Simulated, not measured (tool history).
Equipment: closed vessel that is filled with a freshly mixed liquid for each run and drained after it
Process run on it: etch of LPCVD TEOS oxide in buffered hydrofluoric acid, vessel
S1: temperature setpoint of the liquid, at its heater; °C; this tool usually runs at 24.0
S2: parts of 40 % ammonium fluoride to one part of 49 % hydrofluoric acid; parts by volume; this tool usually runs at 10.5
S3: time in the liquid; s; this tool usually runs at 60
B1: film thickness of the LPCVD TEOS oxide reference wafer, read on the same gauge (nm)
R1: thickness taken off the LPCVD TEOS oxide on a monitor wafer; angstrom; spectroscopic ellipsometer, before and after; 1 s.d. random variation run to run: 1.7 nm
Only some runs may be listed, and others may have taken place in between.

run	hour	S1	S2	S3	B1	R1
1	0.0	24.0	10.5	60	150.00	1767.6
2	34.8	24.0	10.5	60	149.99	1777.8
3	69.3	24.0	10.5	60	150.01	1759.1
4	81.5	24.0	10.5	60	150.00	1776.9
5	107.7	24.0	8.5	60	150.01	2128.6
6	120.4	24.0	10.5	60	150.01	1750.1
7	134.0	24.0	10.5	60	150.00	1765.4
8	160.4	24.0	10.5	60	150.02	1778.7
9	181.8	24.0	10.5	60	150.00	1789.9
10	204.9	24.0	10.5	60	149.99	1767.3
# hour 226.1: thermometer replaced
# hour 258.9: gauge calibrated
11	290.1	20.5	10.5	90	150.03	2185.7
# hour 302.0: hydrofluoric acid flow meter replaced
12	312.1	27.0	14.0	70	150.03	1840.8
13	329.4	24.0	10.5	60	149.99	1803.2
14	364.2	24.0	13.5	70	150.02	1629.3
15	382.0	24.0	10.5	60	149.99	1798.4
16	397.3	24.0	12.0	40	149.98	1041.4
17	412.5	28.0	10.5	60	150.01	2212.6
18	440.2	28.5	8.0	30	150.00	1444.1
19	462.3	22.5	8.0	75	150.03	2617.3
20	478.9	26.0	10.5	60	150.01	1930.6
21	538.6	24.0	12.0	50	150.00	1318.4

Predict each of these 5 candidate next runs independently; none follows another, all start after run 21:
A	539.3	24.0	10.5	60	?	?
B	539.3	27.0	8.5	60	?	?
C	539.3	24.0	7.0	30	?	?
D	539.3	27.0	9.0	85	?	?
E	539.3	24.0	10.5	30	?	?

run	B1	R1
A	150.02	1805.5
B	150.02	2530.6
C	150.02	1327.6
D	150.02	3369.5
E	150.02	902.7
What these runs would have given with no unlogged condition in the tool:
run	R1
A	1805.5
B	2530.6
C	1327.6
D	3369.5
E	902.7
